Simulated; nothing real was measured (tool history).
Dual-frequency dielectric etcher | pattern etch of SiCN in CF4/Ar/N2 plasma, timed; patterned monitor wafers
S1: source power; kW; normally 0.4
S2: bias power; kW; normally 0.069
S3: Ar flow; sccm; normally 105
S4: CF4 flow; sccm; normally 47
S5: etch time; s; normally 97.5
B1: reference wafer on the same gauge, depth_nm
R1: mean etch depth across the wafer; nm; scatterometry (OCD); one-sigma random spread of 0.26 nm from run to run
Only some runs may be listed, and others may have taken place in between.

Run 1, hour 0: usual settings; B1 63.4. Result: R1 70.6 nm.
At hour 31.7: bias power generator calibrated.
At hour 36.3: wet clean of the chamber.
Run 2, hour 42.5: usual settings but S2 0.08 kW, S3 91 sccm, S4 51 sccm, S5 76.5 s; B1 63.5. Result: R1 60.2 nm.
Run 3, hour 88.1: usual settings but S1 0.31 kW; B1 63.5. Result: R1 61.6 nm.
Run 4, hour 152.5: usual settings; B1 63.6. Result: R1 70.1 nm.
At hour 171.9: CF4 flow controller replaced.
At hour 244.2: upper electrode replaced.
Run 5, hour 244.7: usual settings but S1 0.3 kW, S2 0.061 kW, S3 126 sccm, S4 52 sccm; B1 63.5. Result: R1 56.7 nm.
Run 6, hour 271.7: usual settings but S1 0.35 kW, S4 35 sccm, S5 83 s; B1 63.6. Result: R1 53.2 nm.
Run 7, hour 306.3: usual settings; B1 63.5. Result: R1 70.5 nm.
Run 8, hour 352.7: usual settings but S3 114 sccm, S4 36 sccm; B1 63.5. Result: R1 67.3 nm.
Run 9, hour 381.6: usual settings but S3 130 sccm; B1 63.5. Result: R1 69 nm.
Run 10, hour 425: usual settings but S2 0.054 kW, S4 54 sccm, S5 112 s; B1 63.5. Result: R1 73.9 nm.
Run 11, hour 476.1: usual settings; B1 63.4. Result: R1 70.8 nm.
At hour 501.6: gauge calibrated.
Run 12, hour 528.5: usual settings but S5 74.5 s; B1 63.5. Result: R1 54 nm.
Run 13, hour 575.1: usual settings but S1 0.32 kW, S3 83 sccm, S4 56 sccm; B1 63.6. Result: R1 65.6 nm.
At hour 630: wet clean of the chamber.
Run 14, hour 703.2: usual settings but S2 0.076 kW, S4 56 sccm; B1 63.6. Result: R1 74.7 nm.
Run 15, hour 772.2: usual settings but S1 0.35 kW; B1 63.5. Result: R1 65.8 nm.
Run 16, hour 828.4: usual settings but S2 0.073 kW; B1 63.5. Result: R1 72 nm.

Run 17 is up next; what results do you expect?
Run 17, hour 889.2: usual settings but S4 39 sccm; B1 ?. Result: R1 ?.

B1: 63.5
R1: 68.4 nm
Minus the tool's unlogged condition, the same run would have read R1 68.4 nm.

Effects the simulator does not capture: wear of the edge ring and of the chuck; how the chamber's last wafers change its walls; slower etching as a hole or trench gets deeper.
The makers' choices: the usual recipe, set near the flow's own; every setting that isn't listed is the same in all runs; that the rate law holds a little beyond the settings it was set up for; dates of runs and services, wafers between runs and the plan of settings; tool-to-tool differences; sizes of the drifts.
